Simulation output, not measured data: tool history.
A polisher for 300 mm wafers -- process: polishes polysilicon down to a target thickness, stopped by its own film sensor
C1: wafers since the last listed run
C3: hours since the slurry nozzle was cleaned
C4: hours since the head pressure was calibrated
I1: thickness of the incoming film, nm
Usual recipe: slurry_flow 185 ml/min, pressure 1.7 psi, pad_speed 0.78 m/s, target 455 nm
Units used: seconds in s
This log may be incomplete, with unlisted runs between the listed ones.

Run 1, day 0.000: usual settings but slurry_flow 215 ml/min, pressure 2.0 psi; C1 0; wafers polished on this pad 636; C3 203.8; C4 651.8; I1 779.3. Result: seconds 75.3 s.
Run 2, day 0.492: usual settings; C1 152; wafers polished on this pad 789; C3 215.6; C4 663.6; I1 783.4. Result: seconds 93.0 s.
At day 0.679: worn pad replaced by a new one.
Run 3, day 1.054: usual settings; C1 122; wafers polished on this pad 116; C3 229.1; C4 677.1; I1 783.5. Result: seconds 89.2 s.
Run 4, day 1.575: usual settings; C1 161; wafers polished on this pad 278; C3 241.6; C4 689.6; I1 782.2. Result: seconds 91.3 s.
Run 5, day 2.321: usual settings; C1 231; wafers polished on this pad 510; C3 259.5; C4 707.5; I1 788.7. Result: seconds 94.4 s.
Run 6, day 3.000: usual settings; C1 210; wafers polished on this pad 721; C3 275.8; C4 723.8; I1 780.7. Result: seconds 92.5 s.
At day 3.421: worn pad replaced by a new one.
Run 7, day 3.567: usual settings; C1 124; wafers polished on this pad 45; C3 289.4; C4 737.4; I1 770.6. Result: seconds 86.5 s.
Run 8, day 4.192: usual settings; C1 194; wafers polished on this pad 239; C3 304.4; C4 752.4; I1 791.8. Result: seconds 93.8 s.
Run 9, day 4.700: usual settings but slurry_flow 135 ml/min, pad_speed 0.64 m/s; C1 157; wafers polished on this pad 397; C3 316.6; C4 764.6; I1 764.3. Result: seconds 110.0 s.
Run 10, day 5.188: usual settings; C1 151; wafers polished on this pad 549; C3 328.3; C4 776.3; I1 776.2. Result: seconds 90.7 s.
Run 11, day 5.746: usual settings; C1 173; wafers polished on this pad 722; C3 341.7; C4 789.7; I1 782.7. Result: seconds 92.1 s.
At day 6.350: worn pad replaced by a new one.
Run 12, day 6.371: usual settings; C1 142; wafers polished on this pad 6; C3 356.7; C4 804.7; I1 779.6. Result: seconds 87.6 s.
Run 13, day 6.750: usual settings; C1 117; wafers polished on this pad 124; C3 365.8; C4 813.8; I1 784.4. Result: seconds 89.3 s.
Run 14, day 7.142: usual settings; C1 121; wafers polished on this pad 246; C3 375.2; C4 823.2; I1 763.4. Result: seconds 82.3 s.
Run 15, day 8.346: usual settings but pressure 1.2 psi, pad_speed 0.52 m/s, target 343 nm; C1 374; wafers polished on this pad 620; C3 404.1; C4 852.1; I1 782.8. Result: seconds 255.9 s.
Run 16, day 8.825: usual settings; C1 148; wafers polished on this pad 769; C3 415.6; C4 863.6; I1 786.5. Result: seconds 95.5 s.
At day 8.971: slurry nozzle cleaned.
At day 9.038: worn pad replaced by a new one.
Run 17, day 9.129: usual settings but target 385 nm; C1 60; wafers polished on this pad 27; C3 3.8; C4 870.9; I1 785.9. Result: seconds 109.5 s.
Run 18, day 9.471: usual settings but pressure 2.2 psi, pad_speed 0.70 m/s; C1 106; wafers polished on this pad 134; C3 12.0; C4 879.1; I1 767.3. Result: seconds 72.2 s.
Run 19, day 9.908: usual settings but pad_speed 0.52 m/s, target 403 nm; C1 135; wafers polished on this pad 269; C3 22.5; C4 889.6; I1 782.1. Result: seconds 159.1 s.
Run 20, day 10.967: usual settings but slurry_flow 130 ml/min, pressure 1.1 psi; C1 328; wafers polished on this pad 598; C3 47.9; C4 915.0; I1 772.9. Result: seconds 150.7 s.
Run 21, day 11.429: usual settings; C1 143; wafers polished on this pad 742; C3 59.0; C4 926.1; I1 781.6. Result: seconds 92.9 s.
At day 11.692: head pressure recalibrated.
Run 22, day 11.938: usual settings but slurry_flow 125 ml/min, pressure 1.4 psi, pad_speed 0.60 m/s, target 540 nm; C1 132; wafers polished on this pad 874; C3 71.2; C4 5.9; I1 785.2. Result: seconds 116.8 s.
At day 12.117: worn pad replaced by a new one.
Run 23, day 12.421: usual settings but slurry_flow 240 ml/min, pressure 2.0 psi; C1 98; wafers polished on this pad 95; C3 82.8; C4 17.5; I1 768.2. Result: seconds 69.9 s.
Run 24, day 12.750: usual settings; C1 102; wafers polished on this pad 197; C3 90.7; C4 25.4; I1 791.7. Result: seconds 92.6 s.
Run 25, day 13.150: usual settings; C1 124; wafers polished on this pad 321; C3 100.3; C4 35.0; I1 772.6. Result: seconds 88.2 s.
Run 26, day 13.408: usual settings but slurry_flow 220 ml/min, pressure 1.4 psi, pad_speed 0.64 m/s; C1 80; wafers polished on this pad 401; C3 106.5; C4 41.2; I1 782.6. Result: seconds 133.3 s.
Run 27, day 13.908: usual settings but slurry_flow 245 ml/min, pressure 1.5 psi, pad_speed 0.50 m/s, target 541 nm; C1 155; wafers polished on this pad 557; C3 118.5; C4 53.2; I1 767.5. Result: seconds 104.8 s.
Run 28, day 14.654: usual settings but pressure 2.3 psi, pad_speed 0.70 m/s; C1 231; wafers polished on this pad 788; C3 136.4; C4 71.1; I1 778.7. Result: seconds 75.4 s.
At day 14.896: worn pad replaced by a new one.
Run 29, day 15.354: usual settings; C1 165; wafers polished on this pad 142; C3 153.2; C4 87.9; I1 781.9. Result: seconds 88.0 s.

What if the next run were any one of these 5? Each begins from the tool's condition after run 29:
Run A, day 15.371: usual settings; C1 5; wafers polished on this pad 147; C3 153.6; C4 88.3; I1 789.2. Result: seconds ?.
Run B, day 15.371: usual settings but slurry_flow 215 ml/min, pressure 1.5 psi; C1 5; wafers polished on this pad 147; C3 153.6; C4 88.3; I1 789.2. Result: seconds ?.
Run C, day 15.371: usual settings but slurry_flow 140 ml/min, pressure 1.3 psi, pad_speed 0.96 m/s, target 566 nm; C1 5; wafers polished on this pad 147; C3 153.6; C4 88.3; I1 789.2. Result: seconds ?.
Run D, day 15.371: usual settings but pad_speed 1.04 m/s; C1 5; wafers polished on this pad 147; C3 153.6; C4 88.3; I1 789.2. Result: seconds ?.
Run E, day 15.371: usual settings but slurry_flow 160 ml/min, pad_speed 0.98 m/s; C1 5; wafers polished on this pad 147; C3 153.6; C4 88.3; I1 789.2. Result: seconds ?.

run  seconds
  A     90.0
  B     99.8
  C     67.5
  D     67.9
  E     73.8
The same runs, with their run-to-run variation unchanged, on a tool lacking any hidden condition would have given:
run  seconds
  A     88.7
  B     98.3
  C     66.6
  D     66.9
  E     72.7
